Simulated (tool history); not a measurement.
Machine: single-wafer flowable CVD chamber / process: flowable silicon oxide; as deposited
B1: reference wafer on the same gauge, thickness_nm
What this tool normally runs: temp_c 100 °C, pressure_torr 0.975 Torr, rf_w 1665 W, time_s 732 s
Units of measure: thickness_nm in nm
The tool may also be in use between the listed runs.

{"run": 1, "hour": 0.0, "temp_c": 100, "pressure_torr": 0.975, "rf_w": 1665, "time_s": 732, "B1": 581.681, "thickness_nm": 559.865}
{"run": 2, "hour": 44.3, "temp_c": 100, "pressure_torr": 0.975, "rf_w": 1665, "time_s": 732, "B1": 582.193, "thickness_nm": 556.901}
{"run": 3, "hour": 88.3, "temp_c": 100, "pressure_torr": 0.975, "rf_w": 1665, "time_s": 732, "B1": 582.884, "thickness_nm": 564.881}
{"run": 4, "hour": 158.1, "temp_c": 100, "pressure_torr": 0.975, "rf_w": 1665, "time_s": 732, "B1": 584.285, "thickness_nm": 563.86}
{"run": 5, "hour": 222.0, "temp_c": 100, "pressure_torr": 0.975, "rf_w": 1665, "time_s": 732, "B1": 585.346, "thickness_nm": 566.643}
{"run": 6, "hour": 284.7, "temp_c": 100, "pressure_torr": 0.975, "rf_w": 1665, "time_s": 732, "B1": 586.79, "thickness_nm": 568.031}
{"run": 7, "hour": 350.4, "temp_c": 111, "pressure_torr": 0.975, "rf_w": 1665, "time_s": 732, "B1": 588.171, "thickness_nm": 396.765}
{"hour": 414.6, "done": "gauge calibrated"}
{"hour": 448.0, "done": "thermocouple changed; heater temperature recalibrated"}
{"hour": 456.9, "done": "showerhead replaced"}
{"hour": 464.6, "done": "RF generator calibrated"}
{"hour": 518.1, "done": "capacitance manometer re-zeroed and calibrated"}
{"run": 8, "hour": 530.3, "temp_c": 89, "pressure_torr": 0.797, "rf_w": 1665, "time_s": 607, "B1": 574.553, "thickness_nm": 532.364}
{"run": 9, "hour": 574.4, "temp_c": 100, "pressure_torr": 0.975, "rf_w": 1910, "time_s": 732, "B1": 575.454, "thickness_nm": 578.927}
{"run": 10, "hour": 644.1, "temp_c": 100, "pressure_torr": 1.189, "rf_w": 1360, "time_s": 789, "B1": 576.473, "thickness_nm": 657.447}

What will run 11 give?
{"run": 11, "hour": 705.7, "temp_c": 100, "pressure_torr": 0.975, "rf_w": 1665, "time_s": 732, "B1": "?", "thickness_nm": "?"}

Run 11 yielded B1 577.433, thickness_nm 556.455 nm.
The same run, on a tool lacking any hidden state, would have yielded thickness_nm 549.04 nm.

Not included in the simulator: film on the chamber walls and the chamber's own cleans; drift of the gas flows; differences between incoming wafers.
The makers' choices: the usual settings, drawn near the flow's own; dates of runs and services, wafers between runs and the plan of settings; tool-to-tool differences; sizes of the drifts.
